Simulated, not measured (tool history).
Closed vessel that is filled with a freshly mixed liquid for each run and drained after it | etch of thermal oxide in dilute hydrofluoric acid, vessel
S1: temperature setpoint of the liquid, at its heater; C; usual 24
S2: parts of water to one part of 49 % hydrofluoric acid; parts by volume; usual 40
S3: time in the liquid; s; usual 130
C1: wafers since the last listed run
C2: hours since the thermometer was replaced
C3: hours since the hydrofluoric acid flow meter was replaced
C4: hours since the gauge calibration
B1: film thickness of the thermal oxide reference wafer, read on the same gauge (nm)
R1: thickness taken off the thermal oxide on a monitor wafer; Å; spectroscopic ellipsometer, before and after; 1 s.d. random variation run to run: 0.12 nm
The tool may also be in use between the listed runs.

run	hour	S1	S2	S3	C1	C2	C3	C4	B1	R1
1	0	24	40	65	0	2337.4	1097.9	1116	119.99	76.1
2	99.6	24	40	65	8438	2437	1197.5	1215.6	120	76.7
# hour 104.6: gauge calibrated
# hour 121.8: hydrofluoric acid flow meter replaced
3	182.5	24	40	65	6938	2519.9	60.7	77.9	120.02	79.7
4	380.5	24	50	100	16774	2717.9	258.7	275.9	120.01	95.4
5	436.8	25.5	40	130	4769	2774.2	315	332.2	120.01	165.5
6	496.6	21.5	35	130	5066	2834	374.8	392	119.99	160
7	572.5	21.5	35	130	6430	2909.9	450.7	467.9	120	162.8
8	672.2	24	40	130	8446	3009.6	550.4	567.6	120.01	155
# hour 757.7: thermometer replaced
9	877	24	40	130	17266	119.3	755.2	772.4	120	153.3
10	936.7	24	40	130	5057	179	814.9	832.1	120	152.9
11	974	24	40	130	3160	216.3	852.2	869.4	120	153.3
12	1047.4	25.5	45	130	6218	289.7	925.6	942.8	120.02	144.1
13	1135	24	40	130	7421	377.3	1013.2	1030.4	120.01	151.4
14	1217.3	24	40	130	6972	459.6	1095.5	1112.7	120.01	150.9
15	1318.6	28	40	130	8582	560.9	1196.8	1214	119.99	178.5
# hour 1351.7: gauge calibrated
# hour 1366.4: hydrofluoric acid flow meter replaced
16	1406.4	26.5	50	70	7353	648.7	40	54.7	120	75.1
17	1456.1	22.5	20	130	4210	698.4	89.7	104.4	120.02	304.1
18	1523.5	24	40	70	5710	765.8	157.1	171.8	119.99	85.1
19	1579.4	24	40	130	4735	821.7	213	227.7	120.01	158.6
20	1650.6	24	20	75	6032	892.9	284.2	298.9	119.99	186.1
21	1696.7	25.5	25	130	3905	939	330.3	345	120	273
22	1740.8	24	40	160	3736	983.1	374.4	389.1	120.02	192
23	1778.6	24	40	130	3202	1020.9	412.2	426.9	119.99	155.7

For each run, what was the tool's unlogged condition?
liquid colder than its thermometer reads (K): 0 on each run
gauge reads high (%): 0 on each run
H1: hydrofluoric acid flow below the setpoint (%)
run	H1
1	4.43
2	4.8
3	0.806
4	1.56
5	1.77
6	2
7	2.29
8	2.66
9	3.44
10	3.67
11	3.81
12	4.09
13	4.42
14	4.73
15	5.12
16	0.887
17	1.08
18	1.33
19	1.54
20	1.81
21	1.99
22	2.16
23	2.3
